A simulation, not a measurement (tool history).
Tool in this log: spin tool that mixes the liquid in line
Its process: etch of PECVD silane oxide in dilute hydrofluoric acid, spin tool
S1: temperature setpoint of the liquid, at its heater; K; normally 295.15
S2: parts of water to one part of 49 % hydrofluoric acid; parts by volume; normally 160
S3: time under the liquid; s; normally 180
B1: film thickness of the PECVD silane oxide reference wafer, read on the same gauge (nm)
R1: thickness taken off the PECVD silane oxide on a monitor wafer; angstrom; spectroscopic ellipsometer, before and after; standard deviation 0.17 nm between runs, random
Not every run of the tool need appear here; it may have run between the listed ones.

Run 1, hour 0: usual settings; B1 49.99. Result: R1 259 angstrom.
Run 2, hour 48.4: usual settings; B1 50.01. Result: R1 257.1 angstrom.
Run 3, hour 117.3: usual settings; B1 50.04. Result: R1 258.2 angstrom.
Run 4, hour 285.5: usual settings; B1 49.97. Result: R1 260.2 angstrom.
Run 5, hour 323.4: usual settings; B1 50.02. Result: R1 258.4 angstrom.
Run 6, hour 362.6: usual settings; B1 50.02. Result: R1 257.8 angstrom.
Run 7, hour 475.5: usual settings; B1 50. Result: R1 261 angstrom.
Run 8, hour 546.4: usual settings; B1 50.01. Result: R1 261.9 angstrom.
Run 9, hour 633: usual settings; B1 49.99. Result: R1 265 angstrom.
Run 10, hour 696.7: usual settings; B1 50.02. Result: R1 261.2 angstrom.
Run 11, hour 746.8: usual settings; B1 49.98. Result: R1 264.8 angstrom.
Run 12, hour 794.1: usual settings; B1 50.02. Result: R1 258.5 angstrom.
Run 13, hour 842.3: usual settings but S1 293.65 K; B1 49.99. Result: R1 244.3 angstrom.
Run 14, hour 900.1: usual settings but S1 291.65 K; B1 49.97. Result: R1 236.7 angstrom.
Run 15, hour 955.5: usual settings but S2 120 parts by volume; B1 49.97. Result: R1 375.8 angstrom.
Run 16, hour 1008.6: usual settings; B1 49.99. Result: R1 272.5 angstrom.
Run 17, hour 1079.6: usual settings but S2 90 parts by volume; B1 49.98. Result: R1 525.8 angstrom.
Run 18, hour 1114.7: usual settings but S3 145 s; B1 49.98. Result: R1 202.7 angstrom.
Run 19, hour 1151.3: usual settings but S1 297.15 K, S2 110 parts by volume, S3 245 s; B1 50.01. Result: R1 570 angstrom.
Run 20, hour 1205.3: usual settings but S1 293.65 K, S2 220 parts by volume; B1 50. Result: R1 162.7 angstrom.
Run 21, hour 1256.1: usual settings; B1 50. Result: R1 250.5 angstrom.
Run 22, hour 1300.8: usual settings but S1 293.15 K, S2 225 parts by volume; B1 49.97. Result: R1 157.9 angstrom.
Run 23, hour 1359: usual settings but S1 298.15 K; B1 50. Result: R1 285.8 angstrom.
Run 24, hour 1409.7: usual settings but S1 298.15 K, S2 220 parts by volume; B1 49.99. Result: R1 192.8 angstrom.
Run 25, hour 1437: usual settings but S1 293.65 K, S2 205 parts by volume, S3 210 s; B1 50. Result: R1 208.6 angstrom.
Run 26, hour 1492.9: usual settings; B1 50.02. Result: R1 256.1 angstrom.
Run 27, hour 1529.5: usual settings but S1 297.15 K, S2 140 parts by volume, S3 215 s; B1 49.99. Result: R1 379.6 angstrom.
Run 28, hour 1563.9: usual settings but S1 292.15 K, S3 90 s; B1 49.99. Result: R1 112.9 angstrom.
Run 29, hour 1617.3: usual settings but S1 293.65 K, S2 205 parts by volume; B1 50. Result: R1 179.6 angstrom.
Run 30, hour 1668.4: usual settings but S1 297.65 K, S3 290 s; B1 49.99. Result: R1 454.6 angstrom.
Run 31, hour 1720.5: usual settings but S2 185 parts by volume; B1 50. Result: R1 217.1 angstrom.
Run 32, hour 1787.5: usual settings; B1 49.98. Result: R1 256.7 angstrom.

Between the runs listed above, the log contained 6 entries, not reproduced here. Where in the sequence does each belong, and how does what the log doesn't record of the tool's condition differ from the listed run before to the listed run after?
Runs 2 to 3: thermometer replaced (hour 87.7)
  hydrofluoric acid flow above the setpoint (%): 2.68 -> 2.83
  measured result minus the result with no hidden state, R1: +7.8 -> +8.3 angstrom
Runs 13 to 14: hydrofluoric acid flow meter replaced (hour 873.5)
  hydrofluoric acid flow above the setpoint (%): 4.48 -> 7.26
  measured result minus the result with no hidden state, R1: +12.2 -> +18.4 angstrom
Runs 14 to 15: thermometer replaced (hour 918.8)
  hydrofluoric acid flow above the setpoint (%): 7.26 -> 7.38
  measured result minus the result with no hidden state, R1: +18.4 -> +29.1 angstrom
Runs 16 to 17: gauge calibrated (hour 1072.2)
  hydrofluoric acid flow above the setpoint (%): 7.5 -> 7.67
  measured result minus the result with no hidden state, R1: +22.1 -> +41.2 angstrom
Runs 17 to 18: hydrofluoric acid flow meter replaced, repeated, since the last time left the tool worse (hour 1103.5)
  hydrofluoric acid flow above the setpoint (%): 7.67 -> 0.748
  measured result minus the result with no hidden state, R1: +41.2 -> +1.7 angstrom
Runs 30 to 31: thermometer replaced (hour 1689.4)
  hydrofluoric acid flow above the setpoint (%): 2 -> 2.12
  measured result minus the result with no hidden state, R1: +10.5 -> +5.4 angstrom
